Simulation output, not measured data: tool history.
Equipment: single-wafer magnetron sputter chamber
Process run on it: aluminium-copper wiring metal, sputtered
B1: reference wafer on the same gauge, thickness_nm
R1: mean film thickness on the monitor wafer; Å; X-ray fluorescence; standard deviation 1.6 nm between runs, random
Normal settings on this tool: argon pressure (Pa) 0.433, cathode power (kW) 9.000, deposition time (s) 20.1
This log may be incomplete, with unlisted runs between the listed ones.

run 1 hour=0.0 | argon_pressure_(Pa)=0.382 cathode_power_(kW)=9.000 deposition_time_(s)=20.1 | B1=293.148 | R1=3125.94
run 2 hour=62.4 | argon_pressure_(Pa)=0.382 cathode_power_(kW)=9.000 deposition_time_(s)=20.1 | B1=292.733 | R1=3155.48
run 3 hour=126.8 | argon_pressure_(Pa)=0.433 cathode_power_(kW)=9.000 deposition_time_(s)=20.1 | B1=292.843 | R1=3064.73
run 4 hour=187.0 | argon_pressure_(Pa)=0.433 cathode_power_(kW)=9.000 deposition_time_(s)=20.1 | B1=292.814 | R1=3063.79
run 5 hour=218.3 | argon_pressure_(Pa)=0.433 cathode_power_(kW)=9.000 deposition_time_(s)=20.1 | B1=292.382 | R1=3082.47
-- hour=267.1 sputter target and shields replaced
run 6 hour=275.5 | argon_pressure_(Pa)=0.433 cathode_power_(kW)=9.000 deposition_time_(s)=20.1 | B1=292.980 | R1=3066.80
run 7 hour=315.3 | argon_pressure_(Pa)=0.433 cathode_power_(kW)=9.600 deposition_time_(s)=20.1 | B1=293.163 | R1=3230.64
run 8 hour=349.1 | argon_pressure_(Pa)=0.433 cathode_power_(kW)=9.000 deposition_time_(s)=20.1 | B1=292.817 | R1=3063.46
run 9 hour=388.4 | argon_pressure_(Pa)=0.433 cathode_power_(kW)=9.000 deposition_time_(s)=20.1 | B1=293.441 | R1=3065.51
run 10 hour=430.9 | argon_pressure_(Pa)=0.433 cathode_power_(kW)=9.000 deposition_time_(s)=20.1 | B1=292.709 | R1=3047.30
run 11 hour=462.4 | argon_pressure_(Pa)=0.433 cathode_power_(kW)=10.500 deposition_time_(s)=20.1 | B1=293.451 | R1=3524.67
-- hour=480.8 gauge calibrated
run 12 hour=527.7 | argon_pressure_(Pa)=0.433 cathode_power_(kW)=9.000 deposition_time_(s)=20.1 | B1=292.674 | R1=3018.51
-- hour=545.8 sputter target and shields replaced
run 13 hour=565.1 | argon_pressure_(Pa)=0.433 cathode_power_(kW)=8.300 deposition_time_(s)=20.1 | B1=293.378 | R1=2839.80
run 14 hour=590.2 | argon_pressure_(Pa)=0.433 cathode_power_(kW)=8.300 deposition_time_(s)=20.1 | B1=292.776 | R1=2852.14
run 15 hour=635.6 | argon_pressure_(Pa)=0.504 cathode_power_(kW)=10.050 deposition_time_(s)=16.3 | B1=293.425 | R1=2627.70
run 16 hour=788.3 | argon_pressure_(Pa)=0.328 cathode_power_(kW)=9.550 deposition_time_(s)=21.8 | B1=293.189 | R1=3677.27
-- hour=815.7 sputter target and shields replaced
run 17 hour=839.1 | argon_pressure_(Pa)=0.433 cathode_power_(kW)=9.000 deposition_time_(s)=20.1 | B1=292.689 | R1=2985.41
run 18 hour=872.8 | argon_pressure_(Pa)=0.433 cathode_power_(kW)=6.900 deposition_time_(s)=22.1 | B1=293.129 | R1=2631.89
-- hour=942.9 magnet pack replaced
run 19 hour=943.4 | argon_pressure_(Pa)=0.563 cathode_power_(kW)=9.000 deposition_time_(s)=18.1 | B1=293.522 | R1=2492.14
-- hour=990.6 capacitance manometer re-zeroed and calibrated
run 20 hour=1001.3 | argon_pressure_(Pa)=0.433 cathode_power_(kW)=9.000 deposition_time_(s)=20.1 | B1=292.681 | R1=3054.77

Run 21 is up next; what results do you expect?
run 21 hour=1044.4 | argon_pressure_(Pa)=0.376 cathode_power_(kW)=9.000 deposition_time_(s)=20.1 | B1=? | R1=?

Run 21 yielded B1 292.915, R1 3160.97 Å.
Without the tool's hidden state the same run would have given R1 3173.22 Å.

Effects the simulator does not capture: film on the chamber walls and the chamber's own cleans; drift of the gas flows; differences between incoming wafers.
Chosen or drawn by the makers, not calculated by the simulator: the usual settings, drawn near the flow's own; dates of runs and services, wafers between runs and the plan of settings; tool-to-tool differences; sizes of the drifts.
